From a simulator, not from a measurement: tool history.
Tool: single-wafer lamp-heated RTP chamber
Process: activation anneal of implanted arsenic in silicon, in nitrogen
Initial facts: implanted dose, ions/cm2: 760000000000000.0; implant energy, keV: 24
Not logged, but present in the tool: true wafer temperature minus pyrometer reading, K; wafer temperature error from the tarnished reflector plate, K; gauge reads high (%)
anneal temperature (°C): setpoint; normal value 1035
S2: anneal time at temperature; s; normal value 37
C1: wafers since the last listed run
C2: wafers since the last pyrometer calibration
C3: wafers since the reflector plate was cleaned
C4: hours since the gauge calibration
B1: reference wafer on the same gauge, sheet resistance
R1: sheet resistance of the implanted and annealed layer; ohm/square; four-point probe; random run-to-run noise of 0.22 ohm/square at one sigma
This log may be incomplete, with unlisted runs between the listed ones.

Run 1, day 0: usual settings; C1 0; C2 3009; C3 10716; C4 66.4; B1 161. Result: R1 137.55 ohm/square.
Run 2, day 0.579: usual settings; C1 185; C2 3195; C3 10901; C4 80.3; B1 161.04. Result: R1 137.28 ohm/square.
At day 0.708: gauge calibrated.
Run 3, day 0.954: usual settings; C1 120; C2 3315; C3 11021; C4 5.9; B1 161.01. Result: R1 137.42 ohm/square.
Run 4, day 1.467: usual settings; C1 164; C2 3479; C3 11185; C4 18.2; B1 161.02. Result: R1 137.61 ohm/square.
Run 5, day 1.942: usual settings; C1 152; C2 3631; C3 11338; C4 29.6; B1 160.99. Result: R1 137.21 ohm/square.
At day 2.588: pyrometer window cleaned and pyrometer calibrated.
Run 6, day 2.608: usual settings; C1 106; C2 6; C3 11444; C4 45.6; B1 161.01. Result: R1 138.58 ohm/square.
Run 7, day 2.938: usual settings but S2 47 s; C1 105; C2 111; C3 11550; C4 53.5; B1 160.97. Result: R1 137.18 ohm/square.
Run 8, day 3.508: usual settings but anneal temperature (°C) 1056, S2 19 s; C1 182; C2 294; C3 11732; C4 67.2; B1 161.04. Result: R1 140.39 ohm/square.
Run 9, day 4.075: usual settings but anneal temperature (°C) 1051, S2 57 s; C1 181; C2 475; C3 11914; C4 80.8; B1 160.99. Result: R1 132.69 ohm/square.
Run 10, day 4.396: usual settings but anneal temperature (°C) 1052; C1 102; C2 578; C3 12017; C4 88.5; B1 161.02. Result: R1 135.44 ohm/square.
At day 4.642: gauge calibrated.
At day 5.304: reflector plate cleaned.
Run 11, day 5.325: usual settings; C1 190; C2 769; C3 6; C4 16.4; B1 160.99. Result: R1 138.27 ohm/square.
Run 12, day 5.646: usual settings but anneal temperature (°C) 1027, S2 56 s; C1 102; C2 872; C3 109; C4 24.1; B1 161.01. Result: R1 136.54 ohm/square.
Run 13, day 6.367: usual settings; C1 230; C2 1102; C3 340; C4 41.4; B1 161.01. Result: R1 138.05 ohm/square.
Run 14, day 7.112: usual settings but anneal temperature (°C) 1050, S2 51 s; C1 238; C2 1341; C3 579; C4 59.3; B1 160.97. Result: R1 133.26 ohm/square.

What if the next run were any one of these 3? Each begins from the tool's condition after run 14:
Run A, day 7.129: usual settings; C1 5; C2 1347; C3 584; C4 59.7; B1 ?. Result: R1 ?.
Run B, day 7.129: usual settings but anneal temperature (°C) 1054; C1 5; C2 1347; C3 584; C4 59.7; B1 ?. Result: R1 ?.
Run C, day 7.129: usual settings but anneal temperature (°C) 1059, S2 57 s; C1 5; C2 1347; C3 584; C4 59.7; B1 ?. Result: R1 ?.

run      B1      R1
  A  160.96  138.08
  B  160.96  134.93
  C  160.96  130.58
Had the tool no hidden state, the same runs would have come out as:
run      R1
  A  139.12
  B  136.04
  C  131.76

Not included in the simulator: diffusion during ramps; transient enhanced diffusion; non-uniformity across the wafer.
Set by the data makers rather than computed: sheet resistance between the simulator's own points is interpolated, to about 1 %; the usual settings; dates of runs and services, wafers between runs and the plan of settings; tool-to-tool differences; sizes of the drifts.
